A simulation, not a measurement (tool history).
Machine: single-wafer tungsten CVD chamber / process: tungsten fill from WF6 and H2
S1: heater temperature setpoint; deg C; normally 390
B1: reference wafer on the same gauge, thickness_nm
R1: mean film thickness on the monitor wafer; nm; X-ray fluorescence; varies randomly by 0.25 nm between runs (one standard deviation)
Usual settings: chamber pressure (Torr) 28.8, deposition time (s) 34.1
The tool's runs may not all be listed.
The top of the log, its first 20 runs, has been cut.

Run 21, hour 1372.6: usual settings but S1 379 deg C, chamber pressure (Torr) 33.4, deposition time (s) 32.1; B1 65.494. Result: R1 57.93 nm.
Run 22, hour 1436: usual settings but S1 399 deg C; B1 65.527. Result: R1 81.402 nm.
At hour 1462.6: showerhead replaced.
Run 23, hour 1542.1: usual settings but S1 397 deg C, chamber pressure (Torr) 34.7, deposition time (s) 27.8; B1 65.42. Result: R1 69.167 nm.
Run 24, hour 1620.2: usual settings; B1 65.592. Result: R1 69.283 nm.
Run 25, hour 1716.6: usual settings but S1 382 deg C; B1 65.492. Result: R1 60.656 nm.
At hour 1785.8: thermocouple changed; heater temperature recalibrated.
Run 26, hour 1922.2: usual settings; B1 65.434. Result: R1 69.68 nm.
Run 27, hour 2012.9: usual settings but deposition time (s) 28.6; B1 65.445. Result: R1 58.926 nm.
Run 28, hour 2092.8: usual settings but S1 379 deg C, chamber pressure (Torr) 22.2, deposition time (s) 38.8; B1 65.511. Result: R1 58.107 nm.
At hour 2164.7: capacitance manometer re-zeroed and calibrated.
Run 29, hour 2197.7: usual settings; B1 65.525. Result: R1 69.726 nm.
Run 30, hour 2275.3: usual settings; B1 65.51. Result: R1 69.493 nm.
Run 31, hour 2582.9: usual settings but S1 397 deg C, chamber pressure (Torr) 22.4, deposition time (s) 28; B1 65.529. Result: R1 57.08 nm.
Run 32, hour 2719: usual settings but S1 383 deg C, chamber pressure (Torr) 22.5, deposition time (s) 40.4; B1 65.462. Result: R1 65.338 nm.
At hour 2729.6: thermocouple changed; heater temperature recalibrated.
Run 33, hour 2768.1: usual settings but S1 401 deg C, chamber pressure (Torr) 26.2; B1 65.398. Result: R1 79.664 nm.
Run 34, hour 2969.4: usual settings; B1 65.454. Result: R1 69.763 nm.

Branching from run 34: 4 alternative next runs. What would each branch give?
Run A, hour 2969.8: usual settings; B1 ?. Result: R1 ?.
Run B, hour 2969.8: usual settings but S1 397 deg C, chamber pressure (Torr) 23.8, deposition time (s) 30.5; B1 ?. Result: R1 ?.
Run C, hour 2969.8: usual settings but deposition time (s) 40.3; B1 ?. Result: R1 ?.
Run D, hour 2969.8: usual settings but S1 398 deg C, deposition time (s) 36.8; B1 ?. Result: R1 ?.

run      B1      R1
  A  65.449  69.746
  B  65.449   64.45
  C  65.449  82.476
  D  65.449  86.002
Without the tool's hidden state the same runs would have given:
run      R1
  A  69.746
  B   64.45
  C  82.476
  D  86.002
